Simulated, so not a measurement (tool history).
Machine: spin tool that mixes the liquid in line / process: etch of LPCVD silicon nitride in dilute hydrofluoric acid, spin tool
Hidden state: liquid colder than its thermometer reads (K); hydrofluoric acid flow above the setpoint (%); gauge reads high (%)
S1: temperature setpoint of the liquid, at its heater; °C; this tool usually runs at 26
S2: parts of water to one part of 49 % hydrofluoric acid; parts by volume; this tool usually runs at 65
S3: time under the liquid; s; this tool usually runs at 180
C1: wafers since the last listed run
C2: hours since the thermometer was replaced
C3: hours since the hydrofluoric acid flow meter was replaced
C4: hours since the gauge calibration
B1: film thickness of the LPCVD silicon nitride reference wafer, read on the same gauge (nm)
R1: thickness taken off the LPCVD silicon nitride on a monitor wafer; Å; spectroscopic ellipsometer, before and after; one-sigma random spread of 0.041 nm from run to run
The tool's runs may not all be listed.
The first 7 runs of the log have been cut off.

{"run": 8, "day": 4.033, "S1": 26, "S2": 65, "S3": 180, "C1": 169, "C2": 750.1, "C3": 1051.5, "C4": 294.1, "B1": 50.009, "R1": 16.68}
{"run": 9, "day": 4.583, "S1": 26, "S2": 65, "S3": 180, "C1": 125, "C2": 763.3, "C3": 1064.7, "C4": 307.3, "B1": 50.004, "R1": 16.79}
{"run": 10, "day": 5.212, "S1": 26, "S2": 65, "S3": 180, "C1": 143, "C2": 778.4, "C3": 1079.8, "C4": 322.4, "B1": 50.007, "R1": 16.41}
{"run": 11, "day": 5.604, "S1": 26, "S2": 65, "S3": 180, "C1": 89, "C2": 787.8, "C3": 1089.2, "C4": 331.8, "B1": 50.01, "R1": 16.27}
{"day": 6.021, "done": "thermometer replaced"}
{"run": 12, "day": 6.046, "S1": 26, "S2": 65, "S3": 180, "C1": 91, "C2": 0.6, "C3": 1099.8, "C4": 342.4, "B1": 50.01, "R1": 16.79}
{"run": 13, "day": 6.529, "S1": 23, "S2": 50, "S3": 275, "C1": 110, "C2": 12.2, "C3": 1111.4, "C4": 354, "B1": 49.979, "R1": 27.09}
{"run": 14, "day": 7.121, "S1": 27.5, "S2": 65, "S3": 180, "C1": 134, "C2": 26.4, "C3": 1125.6, "C4": 368.2, "B1": 50.001, "R1": 18.75}
{"run": 15, "day": 7.688, "S1": 26, "S2": 65, "S3": 180, "C1": 128, "C2": 40, "C3": 1139.2, "C4": 381.8, "B1": 49.997, "R1": 16.98}
{"run": 16, "day": 8.042, "S1": 21.5, "S2": 80, "S3": 265, "C1": 80, "C2": 48.5, "C3": 1147.7, "C4": 390.3, "B1": 50.015, "R1": 13.81}
{"run": 17, "day": 9.954, "S1": 26, "S2": 65, "S3": 265, "C1": 435, "C2": 94.4, "C3": 1193.6, "C4": 436.2, "B1": 49.98, "R1": 24.43}
{"run": 18, "day": 10.633, "S1": 26, "S2": 65, "S3": 180, "C1": 154, "C2": 110.7, "C3": 1209.9, "C4": 452.5, "B1": 49.965, "R1": 16.42}
{"run": 19, "day": 11.321, "S1": 21, "S2": 40, "S3": 125, "C1": 156, "C2": 127.2, "C3": 1226.4, "C4": 469, "B1": 50.021, "R1": 13.33}
{"run": 20, "day": 11.646, "S1": 23.5, "S2": 85, "S3": 75, "C1": 73, "C2": 135, "C3": 1234.2, "C4": 476.8, "B1": 49.95, "R1": 4.6}
{"day": 11.862, "done": "hydrofluoric acid flow meter replaced"}
{"run": 21, "day": 12.092, "S1": 23.5, "S2": 65, "S3": 180, "C1": 91, "C2": 145.7, "C3": 5.5, "C4": 487.5, "B1": 50.025, "R1": 13.69}
{"day": 12.096, "done": "gauge calibrated"}
{"run": 22, "day": 12.738, "S1": 26, "S2": 65, "S3": 250, "C1": 147, "C2": 161.2, "C3": 21, "C4": 15.4, "B1": 49.986, "R1": 23.58}
{"run": 23, "day": 13.429, "S1": 26, "S2": 65, "S3": 220, "C1": 157, "C2": 177.8, "C3": 37.6, "C4": 32, "B1": 49.97, "R1": 20.25}
{"run": 24, "day": 14.121, "S1": 24, "S2": 45, "S3": 80, "C1": 157, "C2": 194.4, "C3": 54.2, "C4": 48.6, "B1": 49.974, "R1": 9.28}

Predict the results of run 25:
{"run": 25, "day": 14.483, "S1": 26, "S2": 65, "S3": 180, "C1": 82, "C2": 203.1, "C3": 62.9, "C4": 57.3, "B1": "?", "R1": "?"}

B1: 50.005
R1: 16.5 Å
The same run, on a tool lacking any hidden state, would have yielded R1 16.5 Å.

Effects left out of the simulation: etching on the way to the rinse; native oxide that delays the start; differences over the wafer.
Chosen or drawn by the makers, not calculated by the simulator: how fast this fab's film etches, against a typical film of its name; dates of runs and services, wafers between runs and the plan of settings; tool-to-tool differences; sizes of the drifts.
